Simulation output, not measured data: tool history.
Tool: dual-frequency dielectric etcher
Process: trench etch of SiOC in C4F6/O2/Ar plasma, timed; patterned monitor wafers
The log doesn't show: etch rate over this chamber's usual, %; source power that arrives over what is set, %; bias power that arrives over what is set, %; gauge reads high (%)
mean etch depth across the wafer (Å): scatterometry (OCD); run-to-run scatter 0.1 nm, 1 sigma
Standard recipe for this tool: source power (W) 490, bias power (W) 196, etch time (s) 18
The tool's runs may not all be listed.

run	hour	source power (W)	bias power (W)	etch time (s)	wafers since the last listed run	hours since the last wet clean	hours since the last source power generator calibration	hours since the last bias power generator calibration	hours since the last upper electrode change	hours since the gauge calibration	read-back reference wafer on the same gauge, depth_nm	mean etch depth across the wafer (Å)
1	0	490	183	18	0	218.4	1786.1	3250.3	5060.1	274.1	36.61	429.2
2	34.6	490	183	18	331	253	1820.7	3284.9	5094.7	308.7	36.6	430.1
3	54.2	490	196	18	187	272.6	1840.3	3304.5	5114.3	328.3	36.61	440.2
4	81.3	490	196	18	259	299.7	1867.4	3331.6	5141.4	355.4	36.61	442.1
5	107.7	490	196	18	252	326.1	1893.8	3358	5167.8	381.8	36.61	441.3
6	139.5	490	196	21.5	304	357.9	1925.6	3389.8	5199.6	413.6	36.63	531.6
7	164.5	490	196	18	239	382.9	1950.6	3414.8	5224.6	438.6	36.61	441.9
8	191.9	490	196	18	262	410.3	1978	3442.2	5252	466	36.6	444.6
9	206.4	490	196	18	138	424.8	1992.5	3456.7	5266.5	480.5	36.61	444.7
10	236.7	490	196	18	290	455.1	2022.8	3487	5296.8	510.8	36.62	444.3
# hour 296.8: wet clean of the chamber
11	307.5	490	196	18	448	10.7	2093.6	3557.8	5367.6	581.6	36.59	435.7
12	339.3	490	196	18	304	42.5	2125.4	3589.6	5399.4	613.4	36.59	434.8
13	367.6	490	196	18	271	70.8	2153.7	3617.9	5427.7	641.7	36.6	436.6
14	396.3	490	196	18	274	99.5	2182.4	3646.6	5456.4	670.4	36.62	436.3
15	416.1	490	196	20	189	119.3	2202.2	3666.4	5476.2	690.2	36.58	483.9
16	443.7	560	212	16	264	146.9	2229.8	3694	5503.8	717.8	36.59	416.1
17	456.8	590	236	22	125	160	2242.9	3707.1	5516.9	730.9	36.59	603.8
# hour 463.7: bias power generator calibrated
18	487.9	450	230	18	259	191.1	2274	24.2	5548	762	36.61	451.5
# hour 517: source power generator calibrated
# hour 517.4: gauge calibrated
19	522.8	370	217	20.5	296	226	5.8	59.1	5582.9	5.4	36.6	477.5
# hour 550.7: upper electrode replaced
20	553.4	490	241	18	63	256.6	36.4	89.7	2.7	36	36.59	474.6
21	618.9	490	196	22.5	627	322.1	101.9	155.2	68.2	101.5	36.61	553.2
22	646.3	490	196	18	262	349.5	129.3	182.6	95.6	128.9	36.61	440.8
23	681.5	490	168	18	337	384.7	164.5	217.8	130.8	164.1	36.6	418.8
24	699	490	196	18	167	402.2	182	235.3	148.3	181.6	36.59	442.3

Hidden state or all else? Some run-to-run changes of mean etch depth across the wafer (Å), split into what the settings, what came in and random variation would give without the hidden state, and what is left for the hidden state (with any gauge scatter that isn't in both results):
Run 10 -> 11: wet clean of the chamber. mean etch depth across the wafer (Å) -8.6: hidden state -9.6, all else +1.
Run 16 -> 17: source power (W) 560 -> 590, bias power (W) 212 -> 236, etch time (s) 16 -> 22. mean etch depth across the wafer (Å) +187.7: hidden state +1.3, all else +186.4.
Run 17 -> 18: source power (W) 590 -> 450, bias power (W) 236 -> 230, etch time (s) 22 -> 18, bias power generator calibrated. mean etch depth across the wafer (Å) -152.3: hidden state -0.3, all else -152.
Run 20 -> 21: bias power (W) 241 -> 196, etch time (s) 18 -> 22.5. mean etch depth across the wafer (Å) +78.6: hidden state +2.4, all else +76.2.
